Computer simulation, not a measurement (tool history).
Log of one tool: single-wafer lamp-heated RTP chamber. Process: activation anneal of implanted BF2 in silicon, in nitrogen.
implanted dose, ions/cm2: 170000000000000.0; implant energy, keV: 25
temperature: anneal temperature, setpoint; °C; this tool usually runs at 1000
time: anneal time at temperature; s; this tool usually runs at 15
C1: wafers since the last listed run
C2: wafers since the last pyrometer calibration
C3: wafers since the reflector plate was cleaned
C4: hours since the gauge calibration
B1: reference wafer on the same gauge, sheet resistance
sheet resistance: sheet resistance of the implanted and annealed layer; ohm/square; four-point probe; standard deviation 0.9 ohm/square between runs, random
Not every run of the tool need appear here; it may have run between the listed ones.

Run 1, hour 0: usual settings; C1 0; C2 3393; C3 5308; C4 329.1; B1 510.18. Result: sheet resistance 602.35 ohm/square.
Run 2, hour 32.8: usual settings; C1 358; C2 3751; C3 5667; C4 361.9; B1 510.08. Result: sheet resistance 600.93 ohm/square.
Run 3, hour 55.8: usual settings; C1 251; C2 4003; C3 5918; C4 384.9; B1 510.02. Result: sheet resistance 602.15 ohm/square.
Run 4, hour 76.9: usual settings but temperature 977 °C; C1 230; C2 4233; C3 6149; C4 406; B1 510.05. Result: sheet resistance 610.97 ohm/square.
Run 5, hour 90.2: usual settings but temperature 977 °C; C1 145; C2 4379; C3 6294; C4 419.3; B1 510.21. Result: sheet resistance 608 ohm/square.
Run 6, hour 102.5: usual settings; C1 134; C2 4513; C3 6428; C4 431.6; B1 510.12. Result: sheet resistance 600.1 ohm/square.
Run 7, hour 119.6: usual settings; C1 186; C2 4700; C3 6615; C4 448.7; B1 510.03. Result: sheet resistance 602.69 ohm/square.
Run 8, hour 136.9: usual settings; C1 189; C2 4889; C3 6804; C4 466; B1 509.74. Result: sheet resistance 601.61 ohm/square.
Run 9, hour 160.1: usual settings but temperature 1009 °C; C1 253; C2 5143; C3 7058; C4 489.2; B1 509.82. Result: sheet resistance 600.15 ohm/square.
Run 10, hour 182.9: usual settings but time 10 s; C1 249; C2 5392; C3 7307; C4 512; B1 510.01. Result: sheet resistance 601.68 ohm/square.
Run 11, hour 201.9: usual settings but time 10 s; C1 207; C2 5600; C3 7515; C4 531; B1 510.21. Result: sheet resistance 602.23 ohm/square.
Run 12, hour 224.5: usual settings but time 10 s; C1 247; C2 5847; C3 7762; C4 553.6; B1 509.83. Result: sheet resistance 603.82 ohm/square.
Run 13, hour 250.6: usual settings but temperature 1018 °C; C1 285; C2 6132; C3 8047; C4 579.7; B1 510.16. Result: sheet resistance 598.45 ohm/square.
At hour 258.9: pyrometer window cleaned and pyrometer calibrated.
Run 14, hour 282.8: usual settings; C1 264; C2 261; C3 8312; C4 611.9; B1 510.13. Result: sheet resistance 600.84 ohm/square.
Run 15, hour 300.2: usual settings; C1 190; C2 451; C3 8502; C4 629.3; B1 509.84. Result: sheet resistance 601.12 ohm/square.
Run 16, hour 330.4: usual settings but temperature 1016 °C, time 10 s; C1 330; C2 781; C3 8832; C4 659.5; B1 509.86. Result: sheet resistance 601.38 ohm/square.
Run 17, hour 344.4: usual settings; C1 153; C2 934; C3 8985; C4 673.5; B1 509.92. Result: sheet resistance 601.48 ohm/square.
Run 18, hour 364: usual settings but temperature 1016 °C, time 11 s; C1 214; C2 1149; C3 9199; C4 693.1; B1 510. Result: sheet resistance 600.58 ohm/square.
Run 19, hour 397.5: usual settings but temperature 979 °C, time 10 s; C1 366; C2 1515; C3 9566; C4 726.6; B1 510.16. Result: sheet resistance 611.77 ohm/square.
Run 20, hour 413.3: usual settings; C1 172; C2 1688; C3 9738; C4 742.4; B1 509.87. Result: sheet resistance 600.79 ohm/square.
Run 21, hour 448.5: usual settings but temperature 1014 °C, time 19 s; C1 384; C2 2072; C3 10123; C4 777.6; B1 510.27. Result: sheet resistance 599.73 ohm/square.
At hour 484.7: gauge calibrated.
At hour 506.9: reflector plate cleaned.
Run 22, hour 551.8: usual settings; C1 1041; C2 3114; C3 490; C4 67.1; B1 509.74. Result: sheet resistance 601.4 ohm/square.

For run 23, what comes out?
Run 23, hour 586.4: usual settings; C1 378; C2 3492; C3 868; C4 101.7; B1 ?. Result: sheet resistance ?.

Logged for run 23: B1 510.23, sheet resistance 600.42 ohm/square.
Minus the tool's unlogged condition, the same run would have read sheet resistance 600.42 ohm/square.

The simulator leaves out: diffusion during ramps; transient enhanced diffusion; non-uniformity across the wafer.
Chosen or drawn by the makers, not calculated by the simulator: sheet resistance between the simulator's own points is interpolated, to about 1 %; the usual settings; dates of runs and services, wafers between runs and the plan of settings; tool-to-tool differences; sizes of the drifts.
